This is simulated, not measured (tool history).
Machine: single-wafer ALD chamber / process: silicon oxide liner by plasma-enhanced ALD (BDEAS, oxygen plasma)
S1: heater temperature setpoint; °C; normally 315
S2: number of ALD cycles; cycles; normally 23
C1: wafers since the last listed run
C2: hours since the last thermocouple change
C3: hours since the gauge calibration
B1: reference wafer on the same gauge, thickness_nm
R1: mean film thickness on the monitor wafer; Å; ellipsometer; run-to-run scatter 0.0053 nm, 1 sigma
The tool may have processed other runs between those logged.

| run | hour | S1 | S2 | C1 | C2 | C3 | B1 | R1 |
|---|---|---|---|---|---|---|---|---|
| 1 | 0.0 | 315 | 25 | 0 | 729.4 | 519.1 | 2.521 | 22.98 |
| 2 | 32.4 | 315 | 23 | 451 | 761.8 | 551.5 | 2.517 | 21.00 |
| 3 | 45.9 | 310 | 24 | 188 | 775.3 | 565.0 | 2.517 | 22.06 |
| 4 | 59.1 | 310 | 24 | 184 | 788.5 | 578.2 | 2.514 | 22.04 |
| 5 | 88.8 | 310 | 24 | 414 | 818.2 | 607.9 | 2.516 | 22.10 |
| 6 | 120.0 | 315 | 23 | 434 | 849.4 | 639.1 | 2.515 | 21.07 |
| 7 | 132.2 | 315 | 21 | 170 | 861.6 | 651.3 | 2.513 | 19.10 |
| 8 | 166.7 | 315 | 21 | 480 | 896.1 | 685.8 | 2.510 | 19.20 |
| 9 | 182.2 | 326 | 23 | 216 | 911.6 | 701.3 | 2.511 | 20.54 |
| 10 | 247.5 | 326 | 23 | 910 | 976.9 | 766.6 | 2.507 | 20.46 |
| 11 | 276.0 | 326 | 23 | 397 | 1005.4 | 795.1 | 2.504 | 20.56 |
| 12 | 305.2 | 315 | 24 | 407 | 1034.6 | 824.3 | 2.505 | 21.91 |
| 13 | 322.3 | 315 | 24 | 238 | 1051.7 | 841.4 | 2.501 | 21.96 |
| 14 | 352.3 | 324 | 23 | 418 | 1081.7 | 871.4 | 2.502 | 20.63 |
| 15 | 369.4 | 324 | 23 | 238 | 1098.8 | 888.5 | 2.500 | 20.61 |
| 16 | 388.4 | 324 | 23 | 264 | 1117.8 | 907.5 | 2.502 | 20.62 |
| 17 | 406.4 | 318 | 23 | 250 | 1135.8 | 925.5 | 2.500 | 20.77 |
| 18 | 426.4 | 318 | 23 | 278 | 1155.8 | 945.5 | 2.496 | 20.78 |
| 19 | 457.9 | 318 | 23 | 439 | 1187.3 | 977.0 | 2.497 | 20.81 |
| 20 | 486.8 | 315 | 22 | 402 | 1216.2 | 1005.9 | 2.494 | 19.95 |
| 21 | 521.3 | 315 | 22 | 480 | 1250.7 | 1040.4 | 2.493 | 19.92 |
| 22 | 555.3 | 318 | 23 | 473 | 1284.7 | 1074.4 | 2.492 | 20.72 |
| 23 | 591.1 | 315 | 23 | 499 | 1320.5 | 1110.2 | 2.486 | 20.75 |
| 24 | 622.8 | 315 | 19 | 441 | 1352.2 | 1141.9 | 2.492 | 17.22 |
| 25 | 638.4 | 301 | 21 | 217 | 1367.8 | 1157.5 | 2.487 | 19.40 |
| 26 | 674.4 | 330 | 25 | 501 | 1403.8 | 1193.5 | 2.484 | 22.02 |
| 27 | 686.7 | 327 | 23 | 171 | 1416.1 | 1205.8 | 2.484 | 20.42 |
|  | 734.0 | thermocouple changed; heater temperature recalibrated |
| 28 | 753.1 | 315 | 23 | 814 | 19.1 | 1272.2 | 2.481 | 20.77 |
| 29 | 787.9 | 315 | 23 | 485 | 53.9 | 1307.0 | 2.480 | 20.73 |
|  | 792.0 | gauge calibrated |
| 30 | 811.5 | 311 | 26 | 328 | 77.5 | 19.5 | 2.548 | 24.24 |
| 31 | 824.2 | 330 | 20 | 177 | 90.2 | 32.2 | 2.550 | 18.08 |
| 32 | 853.1 | 306 | 25 | 402 | 119.1 | 61.1 | 2.548 | 23.50 |
| 33 | 867.9 | 307 | 21 | 206 | 133.9 | 75.9 | 2.547 | 19.72 |
| 34 | 901.0 | 326 | 26 | 461 | 167.0 | 109.0 | 2.546 | 23.62 |
| 35 | 933.4 | 305 | 23 | 451 | 199.4 | 141.4 | 2.545 | 21.66 |
| 36 | 960.4 | 326 | 23 | 376 | 226.4 | 168.4 | 2.545 | 20.83 |
| 37 | 984.3 | 315 | 20 | 333 | 250.3 | 192.3 | 2.541 | 18.51 |
| 38 | 1001.3 | 315 | 23 | 236 | 267.3 | 209.3 | 2.542 | 21.28 |
| 39 | 1018.1 | 305 | 19 | 234 | 284.1 | 226.1 | 2.538 | 17.77 |
| 40 | 1034.8 | 323 | 23 | 232 | 300.8 | 242.8 | 2.542 | 20.86 |
| 41 | 1068.4 | 315 | 23 | 468 | 334.4 | 276.4 | 2.534 | 21.15 |
| 42 | 1103.1 | 315 | 23 | 483 | 369.1 | 311.1 | 2.533 | 21.21 |
| 43 | 1132.3 | 304 | 19 | 407 | 398.3 | 340.3 | 2.535 | 17.75 |

Exercise: give the hidden state of the tool at every run:
wafer temperature above the value expected at the setpoint (K): 0 at every run
H1: gauge reads high (%)
| run | H1 |
|---|---|
| 1 | -1.22 |
| 2 | -1.28 |
| 3 | -1.31 |
| 4 | -1.33 |
| 5 | -1.39 |
| 6 | -1.45 |
| 7 | -1.48 |
| 8 | -1.55 |
| 9 | -1.58 |
| 10 | -1.7 |
| 11 | -1.76 |
| 12 | -1.82 |
| 13 | -1.85 |
| 14 | -1.91 |
| 15 | -1.94 |
| 16 | -1.98 |
| 17 | -2.01 |
| 18 | -2.05 |
| 19 | -2.12 |
| 20 | -2.17 |
| 21 | -2.24 |
| 22 | -2.31 |
| 23 | -2.38 |
| 24 | -2.44 |
| 25 | -2.47 |
| 26 | -2.54 |
| 27 | -2.56 |
| 28 | -2.69 |
| 29 | -2.76 |
| 30 | 0.012 |
| 31 | -0.0129 |
| 32 | -0.0695 |
| 33 | -0.0985 |
| 34 | -0.163 |
| 35 | -0.227 |
| 36 | -0.28 |
| 37 | -0.326 |
| 38 | -0.36 |
| 39 | -0.393 |
| 40 | -0.425 |
| 41 | -0.491 |
| 42 | -0.559 |
| 43 | -0.616 |
